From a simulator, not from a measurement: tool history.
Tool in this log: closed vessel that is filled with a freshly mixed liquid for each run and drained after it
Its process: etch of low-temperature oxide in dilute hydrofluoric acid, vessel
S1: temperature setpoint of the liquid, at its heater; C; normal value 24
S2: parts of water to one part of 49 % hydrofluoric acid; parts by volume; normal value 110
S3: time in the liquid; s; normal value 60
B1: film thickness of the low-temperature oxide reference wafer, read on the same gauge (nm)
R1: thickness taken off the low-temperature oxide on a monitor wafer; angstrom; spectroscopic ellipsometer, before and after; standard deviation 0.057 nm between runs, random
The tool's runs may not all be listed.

Run 1, day 0: usual settings; B1 40. Result: R1 125.2 angstrom.
Run 2, day 1.608: usual settings but S1 22.5 C; B1 40.02. Result: R1 116.2 angstrom.
Run 3, day 5.1: usual settings; B1 40.02. Result: R1 123.2 angstrom.
Run 4, day 9.388: usual settings; B1 40. Result: R1 123.3 angstrom.
Run 5, day 14.862: usual settings; B1 40.01. Result: R1 123 angstrom.
Run 6, day 17.229: usual settings; B1 39.98. Result: R1 123.3 angstrom.
Run 7, day 19.729: usual settings; B1 40.02. Result: R1 123.6 angstrom.
Run 8, day 23.262: usual settings; B1 39.97. Result: R1 122.3 angstrom.
Run 9, day 24.821: usual settings; B1 40.01. Result: R1 121.9 angstrom.
Run 10, day 28.221: usual settings but S1 21 C; B1 39.97. Result: R1 108.1 angstrom.
Run 11, day 30.125: usual settings but S1 26 C, S3 85 s; B1 40.03. Result: R1 185.9 angstrom.
Run 12, day 32.512: usual settings; B1 40.03. Result: R1 122.2 angstrom.
At day 34.046: thermometer replaced.
Run 13, day 34.625: usual settings; B1 40.01. Result: R1 121.6 angstrom.
Run 14, day 37.021: usual settings but S3 70 s; B1 40.01. Result: R1 142.8 angstrom.
Run 15, day 40.958: usual settings but S1 26 C, S2 90 parts by volume, S3 45 s; B1 40.01. Result: R1 123.8 angstrom.
Run 16, day 42.6: usual settings but S2 65 parts by volume, S3 85 s; B1 39.99. Result: R1 308 angstrom.
Run 17, day 52.054: usual settings but S1 26 C, S3 85 s; B1 40. Result: R1 183.3 angstrom.
Run 18, day 53.558: usual settings but S2 65 parts by volume; B1 40.01. Result: R1 215.5 angstrom.
Run 19, day 57.338: usual settings; B1 40.01. Result: R1 120.5 angstrom.
Run 20, day 61.525: usual settings but S1 25.5 C, S2 70 parts by volume, S3 80 s; B1 40.01. Result: R1 280.9 angstrom.
Run 21, day 63.396: usual settings but S2 90 parts by volume; B1 40. Result: R1 150.3 angstrom.
Run 22, day 65.875: usual settings but S2 165 parts by volume, S3 50 s; B1 39.98. Result: R1 62.5 angstrom.
At day 66.208: thermometer replaced.
At day 67.233: gauge calibrated.
Run 23, day 69.821: usual settings but S3 30 s; B1 40. Result: R1 59.5 angstrom.
Run 24, day 73.392: usual settings but S1 26.5 C, S2 95 parts by volume, S3 70 s; B1 39.99. Result: R1 180.9 angstrom.
Run 25, day 77.175: usual settings; B1 40.01. Result: R1 118.2 angstrom.
At day 78.288: hydrofluoric acid flow meter replaced.
Run 26, day 79.375: usual settings but S1 27 C; B1 39.99. Result: R1 142 angstrom.
Run 27, day 82.208: usual settings; B1 40. Result: R1 126.3 angstrom.
Run 28, day 85.746: usual settings; B1 40. Result: R1 125.3 angstrom.
Run 29, day 89.771: usual settings but S3 75 s; B1 39.98. Result: R1 155.4 angstrom.
Run 30, day 91.625: usual settings; B1 40. Result: R1 124.1 angstrom.
At day 100.304: thermometer replaced.
Run 31, day 103.658: usual settings; B1 39.97. Result: R1 124.2 angstrom.
Run 32, day 106.592: usual settings but S1 26.5 C, S2 145 parts by volume, S3 45 s; B1 40.01. Result: R1 74 angstrom.

Hidden state, per run?
liquid hotter than its thermometer reads (K): 0 in every run
gauge reads high (%): 0 in every run
H1: hydrofluoric acid flow below the setpoint (%)
run     H1
  1   1.56
  2   1.64
  3   1.81
  4   2.02
  5   2.29
  6   2.41
  7   2.53
  8    2.7
  9   2.78
 10   2.95
 11   3.04
 12   3.16
 13   3.26
 14   3.38
 15   3.57
 16   3.65
 17   4.12
 18   4.19
 19   4.37
 20   4.58
 21   4.67
 22   4.79
 23   4.99
 24   5.16
 25   5.35
 26  0.402
 27  0.541
 28  0.715
 29  0.912
 30      1
 31   1.59
 32   1.74
